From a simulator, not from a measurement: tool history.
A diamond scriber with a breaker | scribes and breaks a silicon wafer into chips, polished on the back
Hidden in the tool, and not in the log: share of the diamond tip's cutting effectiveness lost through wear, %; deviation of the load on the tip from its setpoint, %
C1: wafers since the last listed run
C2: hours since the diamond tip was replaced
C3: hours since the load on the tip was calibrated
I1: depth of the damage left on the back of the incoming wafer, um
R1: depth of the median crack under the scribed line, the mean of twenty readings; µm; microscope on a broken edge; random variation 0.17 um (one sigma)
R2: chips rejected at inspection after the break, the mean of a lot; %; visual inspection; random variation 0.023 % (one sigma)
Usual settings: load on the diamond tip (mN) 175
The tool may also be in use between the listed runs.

run 1 hour=0.0 | load_on_the_diamond_tip_(mN)=175 | C1=0 C2=863.1 C3=777.0 | I1=0.01 | R1=8.98 R2=0.79
run 2 hour=59.4 | load_on_the_diamond_tip_(mN)=175 | C1=209 C2=922.5 C3=836.4 | I1=0.04 | R1=9.06 R2=0.82
run 3 hour=103.3 | load_on_the_diamond_tip_(mN)=197 | C1=154 C2=966.4 C3=880.3 | I1=0.05 | R1=9.37 R2=0.65
run 4 hour=136.6 | load_on_the_diamond_tip_(mN)=197 | C1=117 C2=999.7 C3=913.6 | I1=0.04 | R1=9.29 R2=0.63
run 5 hour=199.0 | load_on_the_diamond_tip_(mN)=175 | C1=220 C2=1062.1 C3=976.0 | I1=0.02 | R1=8.61 R2=1.09
run 6 hour=239.3 | load_on_the_diamond_tip_(mN)=175 | C1=142 C2=1102.4 C3=1016.3 | I1=0.01 | R1=8.55 R2=1.08
run 7 hour=286.4 | load_on_the_diamond_tip_(mN)=175 | C1=166 C2=1149.5 C3=1063.4 | I1=0.02 | R1=8.33 R2=1.31
run 8 hour=315.3 | load_on_the_diamond_tip_(mN)=175 | C1=101 C2=1178.4 C3=1092.3 | I1=0.03 | R1=8.28 R2=1.45
run 9 hour=370.6 | load_on_the_diamond_tip_(mN)=175 | C1=195 C2=1233.7 C3=1147.6 | I1=0.03 | R1=8.61 R2=1.53
-- hour=373.4 diamond tip replaced by a new one, of another model than before
-- hour=400.7 load on the tip recalibrated
run 10 hour=583.6 | load_on_the_diamond_tip_(mN)=175 | C1=737 C2=210.2 C3=182.9 | I1=0.02 | R1=9.36 R2=0.59
run 11 hour=642.0 | load_on_the_diamond_tip_(mN)=162 | C1=205 C2=268.6 C3=241.3 | I1=0.03 | R1=8.86 R2=0.78
run 12 hour=718.3 | load_on_the_diamond_tip_(mN)=148 | C1=269 C2=344.9 C3=317.6 | I1=0.04 | R1=8.34 R2=1.55
run 13 hour=769.6 | load_on_the_diamond_tip_(mN)=123 | C1=180 C2=396.2 C3=368.9 | I1=0.03 | R1=7.70 R2=3.85
run 14 hour=803.3 | load_on_the_diamond_tip_(mN)=175 | C1=118 C2=429.9 C3=402.6 | I1=0.03 | R1=9.05 R2=0.60
run 15 hour=827.6 | load_on_the_diamond_tip_(mN)=140 | C1=85 C2=454.2 C3=426.9 | I1=0.02 | R1=8.45 R2=2.13
run 16 hour=871.3 | load_on_the_diamond_tip_(mN)=205 | C1=154 C2=497.9 C3=470.6 | I1=0.03 | R1=9.63 R2=0.97
run 17 hour=933.2 | load_on_the_diamond_tip_(mN)=223 | C1=218 C2=559.8 C3=532.5 | I1=0.03 | R1=10.96 R2=1.60
run 18 hour=963.5 | load_on_the_diamond_tip_(mN)=159 | C1=106 C2=590.1 C3=562.8 | I1=0.01 | R1=8.52 R2=1.13

Forecast each of these 5 alternatives for the next run:
run A hour=964.0 | load_on_the_diamond_tip_(mN)=216 | C1=1 C2=590.6 C3=563.3 | I1=0.03 | R1=? R2=?
run B hour=964.0 | load_on_the_diamond_tip_(mN)=189 | C1=1 C2=590.6 C3=563.3 | I1=0.03 | R1=? R2=?
run C hour=964.0 | load_on_the_diamond_tip_(mN)=207 | C1=1 C2=590.6 C3=563.3 | I1=0.03 | R1=? R2=?
run D hour=964.0 | load_on_the_diamond_tip_(mN)=128 | C1=1 C2=590.6 C3=563.3 | I1=0.03 | R1=? R2=?
run E hour=964.0 | load_on_the_diamond_tip_(mN)=220 | C1=1 C2=590.6 C3=563.3 | I1=0.03 | R1=? R2=?

run=A R1=10.25 R2=1.32
run=B R1=9.52 R2=0.62
run=C R1=10.01 R2=0.99
run=D R1=7.77 R2=3.72
run=E R1=10.35 R2=1.50
Without the tool's hidden state the same runs would have given:
run=A R1=10.51 R2=1.79
run=B R1=9.76 R2=0.75
run=C R1=10.26 R2=1.35
run=D R1=7.96 R2=2.95
run=E R1=10.61 R2=2.01
